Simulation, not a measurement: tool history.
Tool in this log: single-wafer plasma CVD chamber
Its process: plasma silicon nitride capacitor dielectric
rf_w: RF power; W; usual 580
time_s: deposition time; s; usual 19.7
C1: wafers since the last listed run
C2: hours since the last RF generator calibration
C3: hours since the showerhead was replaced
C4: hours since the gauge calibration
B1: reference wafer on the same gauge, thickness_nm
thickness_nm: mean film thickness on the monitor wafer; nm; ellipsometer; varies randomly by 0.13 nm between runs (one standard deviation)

{"run": 1, "day": 0.0, "rf_w": 580, "time_s": 19.7, "C1": 0, "C2": 1475.2, "C3": 1808.4, "C4": 676.3, "B1": 27.873, "thickness_nm": 31.972}
{"run": 2, "day": 1.517, "rf_w": 580, "time_s": 19.7, "C1": 981, "C2": 1511.6, "C3": 1844.8, "C4": 712.7, "B1": 27.887, "thickness_nm": 32.039}
{"run": 3, "day": 7.979, "rf_w": 580, "time_s": 19.7, "C1": 4181, "C2": 1666.7, "C3": 1999.9, "C4": 867.8, "B1": 28.004, "thickness_nm": 32.163}
{"run": 4, "day": 9.867, "rf_w": 580, "time_s": 19.7, "C1": 1221, "C2": 1712, "C3": 2045.2, "C4": 913.1, "B1": 28.021, "thickness_nm": 32.265}
{"run": 5, "day": 12.604, "rf_w": 580, "time_s": 19.7, "C1": 1771, "C2": 1777.7, "C3": 2110.9, "C4": 978.8, "B1": 28.076, "thickness_nm": 31.938}
{"day": 13.55, "done": "RF generator calibrated"}
{"run": 6, "day": 14.462, "rf_w": 580, "time_s": 19.7, "C1": 986, "C2": 21.9, "C3": 2155.5, "C4": 1023.4, "B1": 28.111, "thickness_nm": 32.023}
{"run": 7, "day": 17.371, "rf_w": 580, "time_s": 22.7, "C1": 1881, "C2": 91.7, "C3": 2225.3, "C4": 1093.2, "B1": 28.078, "thickness_nm": 37.152}
{"run": 8, "day": 21.833, "rf_w": 580, "time_s": 22.7, "C1": 2887, "C2": 198.8, "C3": 2332.4, "C4": 1200.3, "B1": 28.128, "thickness_nm": 37.323}
{"run": 9, "day": 24.221, "rf_w": 580, "time_s": 19.7, "C1": 1544, "C2": 256.1, "C3": 2389.7, "C4": 1257.6, "B1": 28.152, "thickness_nm": 32.235}
{"run": 10, "day": 27.646, "rf_w": 555, "time_s": 19.7, "C1": 2216, "C2": 338.3, "C3": 2471.9, "C4": 1339.8, "B1": 28.227, "thickness_nm": 31.747}
{"run": 11, "day": 31.7, "rf_w": 555, "time_s": 19.7, "C1": 2623, "C2": 435.6, "C3": 2569.2, "C4": 1437.1, "B1": 28.216, "thickness_nm": 31.597}
{"run": 12, "day": 33.971, "rf_w": 555, "time_s": 19.7, "C1": 1469, "C2": 490.1, "C3": 2623.7, "C4": 1491.6, "B1": 28.21, "thickness_nm": 31.806}
{"run": 13, "day": 36.15, "rf_w": 540, "time_s": 19.7, "C1": 1410, "C2": 542.4, "C3": 2676, "C4": 1543.9, "B1": 28.243, "thickness_nm": 31.39}
{"run": 14, "day": 38.425, "rf_w": 540, "time_s": 19.7, "C1": 1472, "C2": 597, "C3": 2730.6, "C4": 1598.5, "B1": 28.243, "thickness_nm": 31.209}
{"run": 15, "day": 40.754, "rf_w": 540, "time_s": 19.7, "C1": 1507, "C2": 652.9, "C3": 2786.5, "C4": 1654.4, "B1": 28.248, "thickness_nm": 31.549}
{"run": 16, "day": 44.079, "rf_w": 580, "time_s": 19.7, "C1": 2151, "C2": 732.7, "C3": 2866.3, "C4": 1734.2, "B1": 28.265, "thickness_nm": 32.411}
{"run": 17, "day": 48.058, "rf_w": 580, "time_s": 19.7, "C1": 2574, "C2": 828.2, "C3": 2961.8, "C4": 1829.7, "B1": 28.248, "thickness_nm": 32.29}
{"run": 18, "day": 52.271, "rf_w": 580, "time_s": 19.7, "C1": 2725, "C2": 929.3, "C3": 3062.9, "C4": 1930.8, "B1": 28.303, "thickness_nm": 32.244}
{"run": 19, "day": 55.967, "rf_w": 580, "time_s": 19.7, "C1": 2391, "C2": 1018, "C3": 3151.6, "C4": 2019.5, "B1": 28.317, "thickness_nm": 32.4}
{"run": 20, "day": 59.121, "rf_w": 515, "time_s": 19.7, "C1": 2040, "C2": 1093.7, "C3": 3227.3, "C4": 2095.2, "B1": 28.325, "thickness_nm": 31.182}
{"run": 21, "day": 62.092, "rf_w": 580, "time_s": 21.7, "C1": 1922, "C2": 1165, "C3": 3298.6, "C4": 2166.5, "B1": 28.32, "thickness_nm": 35.62}
{"run": 22, "day": 64.05, "rf_w": 610, "time_s": 18.7, "C1": 1267, "C2": 1212, "C3": 3345.6, "C4": 2213.5, "B1": 28.329, "thickness_nm": 31.618}
{"run": 23, "day": 67.633, "rf_w": 580, "time_s": 19.7, "C1": 2318, "C2": 1298, "C3": 3431.6, "C4": 2299.5, "B1": 28.33, "thickness_nm": 32.444}
{"day": 69.571, "done": "showerhead replaced"}
{"run": 24, "day": 71.967, "rf_w": 580, "time_s": 23.3, "C1": 2588, "C2": 1402, "C3": 57.5, "C4": 2403.5, "B1": 28.297, "thickness_nm": 38.362}
{"run": 25, "day": 74.712, "rf_w": 555, "time_s": 19.7, "C1": 1776, "C2": 1467.9, "C3": 123.4, "C4": 2469.4, "B1": 28.393, "thickness_nm": 31.604}
{"run": 26, "day": 77.95, "rf_w": 490, "time_s": 23, "C1": 2094, "C2": 1545.6, "C3": 201.1, "C4": 2547.1, "B1": 28.358, "thickness_nm": 35.631}
{"run": 27, "day": 82.188, "rf_w": 580, "time_s": 19.7, "C1": 2741, "C2": 1647.3, "C3": 302.8, "C4": 2648.8, "B1": 28.388, "thickness_nm": 32.607}
{"day": 82.938, "done": "RF generator calibrated"}
{"run": 28, "day": 85.738, "rf_w": 580, "time_s": 19.7, "C1": 2081, "C2": 67.2, "C3": 388, "C4": 2734, "B1": 28.358, "thickness_nm": 32.534}
{"run": 29, "day": 90.058, "rf_w": 580, "time_s": 21.6, "C1": 2795, "C2": 170.9, "C3": 491.7, "C4": 2837.7, "B1": 28.371, "thickness_nm": 35.661}
{"day": 91.704, "done": "gauge calibrated"}
{"run": 30, "day": 92.188, "rf_w": 645, "time_s": 19.7, "C1": 1377, "C2": 222, "C3": 542.8, "C4": 11.6, "B1": 27.483, "thickness_nm": 32.921}
{"run": 31, "day": 94.746, "rf_w": 580, "time_s": 17.3, "C1": 1655, "C2": 283.4, "C3": 604.2, "C4": 73, "B1": 27.558, "thickness_nm": 27.785}
{"run": 32, "day": 97.242, "rf_w": 630, "time_s": 19.7, "C1": 1614, "C2": 343.3, "C3": 664.1, "C4": 132.9, "B1": 27.677, "thickness_nm": 32.708}
{"run": 33, "day": 99.771, "rf_w": 580, "time_s": 19.7, "C1": 1636, "C2": 404, "C3": 724.8, "C4": 193.6, "B1": 27.637, "thickness_nm": 31.668}
{"run": 34, "day": 102.562, "rf_w": 580, "time_s": 19.7, "C1": 1806, "C2": 471, "C3": 791.8, "C4": 260.6, "B1": 27.714, "thickness_nm": 31.653}
{"run": 35, "day": 104.529, "rf_w": 580, "time_s": 19.7, "C1": 1272, "C2": 518.2, "C3": 839, "C4": 307.8, "B1": 27.762, "thickness_nm": 31.869}
{"run": 36, "day": 106.125, "rf_w": 645, "time_s": 18.5, "C1": 1032, "C2": 556.5, "C3": 877.3, "C4": 346.1, "B1": 27.835, "thickness_nm": 31.116}
{"run": 37, "day": 109.912, "rf_w": 650, "time_s": 16.7, "C1": 2450, "C2": 647.4, "C3": 968.2, "C4": 437, "B1": 27.886, "thickness_nm": 28.288}
{"run": 38, "day": 112.104, "rf_w": 620, "time_s": 16.4, "C1": 1418, "C2": 700, "C3": 1020.8, "C4": 489.6, "B1": 27.89, "thickness_nm": 27.229}
{"run": 39, "day": 115.021, "rf_w": 690, "time_s": 22.3, "C1": 1887, "C2": 770, "C3": 1090.8, "C4": 559.6, "B1": 27.969, "thickness_nm": 38.51}
{"run": 40, "day": 125.242, "rf_w": 580, "time_s": 19.7, "C1": 6613, "C2": 1015.3, "C3": 1336.1, "C4": 804.9, "B1": 28.056, "thickness_nm": 31.826}
{"run": 41, "day": 127.546, "rf_w": 670, "time_s": 19.7, "C1": 1490, "C2": 1070.6, "C3": 1391.4, "C4": 860.2, "B1": 28.064, "thickness_nm": 33.99}
{"run": 42, "day": 134.958, "rf_w": 540, "time_s": 19.7, "C1": 4796, "C2": 1248.5, "C3": 1569.3, "C4": 1038.1, "B1": 28.167, "thickness_nm": 31.305}
{"run": 43, "day": 137.229, "rf_w": 580, "time_s": 17.5, "C1": 1469, "C2": 1303, "C3": 1623.8, "C4": 1092.6, "B1": 28.185, "thickness_nm": 28.757}
{"run": 44, "day": 140.392, "rf_w": 555, "time_s": 19.7, "C1": 2046, "C2": 1378.9, "C3": 1699.7, "C4": 1168.5, "B1": 28.262, "thickness_nm": 31.602}

Some steps in thickness_nm between neighbouring runs. How much of each would the tool show without its hidden state too (settings, what came in, random variation), and how much is left for the hidden state, with any gauge scatter that isn't in both results?
Hidden state at play: delivered RF power above the setpoint (%); gauge reads high (%).
Run 24 -> 25: rf_w 580 -> 555, time_s 23.3 -> 19.7. thickness_nm -6.758 nm: hidden state -0.222, all else -6.536.
Run 29 -> 30: rf_w 580 -> 645, time_s 21.6 -> 19.7, gauge calibrated. thickness_nm -2.74 nm: hidden state -1.15, all else -1.59.
Run 38 -> 39: rf_w 620 -> 690, time_s 16.4 -> 22.3. thickness_nm +11.281 nm: hidden state +0.26, all else +11.021.
Run 39 -> 40: rf_w 690 -> 580, time_s 22.3 -> 19.7. thickness_nm -6.684 nm: hidden state +0.021, all else -6.705.
